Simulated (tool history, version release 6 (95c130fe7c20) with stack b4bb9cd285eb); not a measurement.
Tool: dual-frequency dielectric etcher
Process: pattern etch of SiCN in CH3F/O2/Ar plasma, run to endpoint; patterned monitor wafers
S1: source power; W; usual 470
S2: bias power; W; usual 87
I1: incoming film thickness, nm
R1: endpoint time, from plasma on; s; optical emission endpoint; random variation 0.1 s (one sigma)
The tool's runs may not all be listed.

Run 1, hour 0.0: usual settings; I1 6.91. Result: R1 16.5 s.
Run 2, hour 93.2: usual settings; I1 6.92. Result: R1 16.5 s.
Run 3, hour 187.2: usual settings but S2 96 W; I1 6.97. Result: R1 16.0 s.
Run 4, hour 243.2: usual settings but S2 96 W; I1 6.88. Result: R1 15.6 s.
Run 5, hour 317.9: usual settings but S2 96 W; I1 6.88. Result: R1 15.7 s.
Run 6, hour 374.4: usual settings but S1 420 W, S2 80 W; I1 6.91. Result: R1 17.9 s.
At hour 407.0: wet clean of the chamber.
Run 7, hour 468.1: usual settings but S1 410 W; I1 6.90. Result: R1 17.5 s.
Run 8, hour 505.7: usual settings but S2 77 W; I1 6.92. Result: R1 17.1 s.
Run 9, hour 585.8: usual settings but S2 77 W; I1 6.90. Result: R1 17.1 s.
Run 10, hour 662.4: usual settings; I1 6.91. Result: R1 16.3 s.
Run 11, hour 731.6: usual settings; I1 6.87. Result: R1 16.2 s.
Run 12, hour 839.5: usual settings; I1 6.85. Result: R1 16.3 s.
Run 13, hour 939.3: usual settings; I1 6.90. Result: R1 16.4 s.
At hour 977.9: source power generator calibrated.
Run 14, hour 979.8: usual settings; I1 6.85. Result: R1 16.6 s.
At hour 1006.0: wet clean of the chamber.
Run 15, hour 1087.2: usual settings but S1 380 W, S2 97 W; I1 6.92. Result: R1 17.7 s.
At hour 1145.4: bias power generator calibrated.
Run 16, hour 1154.2: usual settings but S2 98 W; I1 6.92. Result: R1 16.0 s.
Run 17, hour 1237.9: usual settings; I1 6.92. Result: R1 16.6 s.
At hour 1283.0: upper electrode replaced.
Run 18, hour 1283.5: usual settings; I1 6.89. Result: R1 16.4 s.
Run 19, hour 1328.0: usual settings; I1 6.92. Result: R1 16.6 s.
Run 20, hour 1364.1: usual settings but S1 420 W, S2 105 W; I1 6.79. Result: R1 16.0 s.
Run 21, hour 1460.2: usual settings but S2 69 W; I1 6.95. Result: R1 18.1 s.
Run 22, hour 1522.0: usual settings but S1 410 W, S2 101 W; I1 6.91. Result: R1 16.5 s.
At hour 1563.4: wet clean of the chamber.
Run 23, hour 1619.1: usual settings but S1 560 W, S2 102 W; I1 6.95. Result: R1 14.7 s.
Run 24, hour 1709.9: usual settings but S1 580 W, S2 66 W; I1 6.83. Result: R1 16.5 s.
Run 25, hour 1753.7: usual settings; I1 6.93. Result: R1 16.6 s.
Run 26, hour 1807.6: usual settings; I1 6.93. Result: R1 16.5 s.
Run 27, hour 1893.9: usual settings; I1 6.90. Result: R1 16.4 s.
Run 28, hour 1962.7: usual settings but S1 400 W, S2 93 W; I1 6.87. Result: R1 17.1 s.
Run 29, hour 2048.5: usual settings but S1 370 W; I1 6.86. Result: R1 18.1 s.

Forecast each of these 4 alternatives for the next run:
Run A, hour 2048.9: usual settings but S2 72 W; I1 6.87. Result: R1 ?.
Run B, hour 2048.9: usual settings but S1 400 W, S2 104 W; I1 6.87. Result: R1 ?.
Run C, hour 2048.9: usual settings but S1 410 W, S2 97 W; I1 6.87. Result: R1 ?.
Run D, hour 2048.9: usual settings but S1 410 W, S2 94 W; I1 6.87. Result: R1 ?.

run    R1
  A  17.5
  B  16.3
  C  16.6
  D  16.8
Without the tool's hidden state the same runs would have given:
run    R1
  A  17.8
  B  16.6
  C  16.9
  D  17.1

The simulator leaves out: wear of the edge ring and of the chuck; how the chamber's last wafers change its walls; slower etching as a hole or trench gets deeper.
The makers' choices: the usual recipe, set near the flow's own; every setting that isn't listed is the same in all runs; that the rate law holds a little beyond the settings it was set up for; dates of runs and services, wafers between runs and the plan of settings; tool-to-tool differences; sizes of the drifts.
